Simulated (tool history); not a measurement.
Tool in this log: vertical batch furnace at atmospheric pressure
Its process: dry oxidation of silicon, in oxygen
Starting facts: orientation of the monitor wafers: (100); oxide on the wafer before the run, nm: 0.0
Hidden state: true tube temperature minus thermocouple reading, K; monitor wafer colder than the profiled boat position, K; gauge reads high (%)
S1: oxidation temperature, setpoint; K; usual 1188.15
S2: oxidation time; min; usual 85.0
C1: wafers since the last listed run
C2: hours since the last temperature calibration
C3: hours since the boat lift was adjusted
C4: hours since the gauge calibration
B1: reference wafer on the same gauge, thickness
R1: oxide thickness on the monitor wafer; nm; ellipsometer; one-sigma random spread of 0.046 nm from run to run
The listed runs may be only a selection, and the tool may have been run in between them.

run   hour       S1     S2   C1      C2      C3     C4     B1     R1
  1    0.0  1188.15   85.0    0  2947.1  4108.3  277.3  27.50  32.21
  2   17.8  1188.15   85.0  141  2964.9  4126.1  295.1  27.50  32.25
  3   38.3  1188.15   85.0  163  2985.4  4146.6  315.6  27.51  32.20
      42.4  -- gauge calibrated
  4   55.7  1188.15   85.0  138  3002.8  4164.0   13.3  27.50  32.33
  5   66.6  1188.15   85.0   86  3013.7  4174.9   24.2  27.50  32.23
  6   78.4  1188.15   85.0   93  3025.5  4186.7   36.0  27.50  32.22
  7   86.1  1188.15   85.0   61  3033.2  4194.4   43.7  27.50  32.34
  8   93.7  1188.15   85.0   60  3040.8  4202.0   51.3  27.49  32.19
  9  107.3  1179.15   85.0  108  3054.4  4215.6   64.9  27.50  29.53
 10  118.5  1179.15   85.0   89  3065.6  4226.8   76.1  27.49  29.56
 11  130.8  1188.15   85.0   97  3077.9  4239.1   88.4  27.50  32.29
 12  149.3  1188.15   85.0  147  3096.4  4257.6  106.9  27.51  32.34
 13  159.0  1188.15   85.0   77  3106.1  4267.3  116.6  27.50  32.28
 14  172.5  1188.15   85.0  107  3119.6  4280.8  130.1  27.50  32.31
     209.8  -- thermocouples replaced and temperature profile calibrated
 15  210.3  1188.15   85.0  109     0.5  4318.6  167.9  27.51  30.79
 16  215.2  1188.15   85.0   38     5.4  4323.5  172.8  27.49  30.74
 17  220.0  1188.15   85.0   38    10.2  4328.3  177.6  27.50  30.68
 18  224.9  1188.15   85.0   38    15.1  4333.2  182.5  27.49  30.73
 19  239.4  1208.15   85.0  115    29.6  4347.7  197.0  27.50  37.51
 20  257.1  1170.15   85.0  140    47.3  4365.4  214.7  27.49  25.58
 21  270.6  1180.15  114.5  107    60.8  4378.9  228.2  27.50  34.56
 22  278.3  1180.15   65.0   61    68.5  4386.6  235.9  27.49  23.78
     312.8  -- boat lift adjusted
 23  313.3  1188.15   85.0   87   103.5     0.5  270.9  27.50  30.81
 24  318.2  1202.15   55.0   38   108.4     5.4  275.8  27.50  26.36
 25  323.1  1210.15   56.5   38   113.3    10.3  280.7  27.51  29.09
     323.1  -- gauge calibrated
 26  329.6  1188.15   85.0   51   119.8    16.8    6.5  27.50  30.84
 27  348.0  1178.15   49.5  146   138.2    35.2   24.9  27.50  19.49
 28  360.7  1208.15   85.0  101   150.9    47.9   37.6  27.50  37.68
 29  371.3  1188.15   85.0   84   161.5    58.5   48.2  27.50  30.81
 30  383.9  1198.15   51.5  100   174.1    71.1   60.8  27.50  24.36
 31  398.8  1188.15   85.0  118   189.0    86.0   75.7  27.49  30.85

Expected results for the next run?
 32  407.4  1195.15  45.0  68  197.6  94.6  84.3   ?   ?

{"run 32": {"B1": 27.5, "R1": 21.61}}
On a tool with no hidden condition, and with the same random variation, this run would have come out at R1 21.51 nm.

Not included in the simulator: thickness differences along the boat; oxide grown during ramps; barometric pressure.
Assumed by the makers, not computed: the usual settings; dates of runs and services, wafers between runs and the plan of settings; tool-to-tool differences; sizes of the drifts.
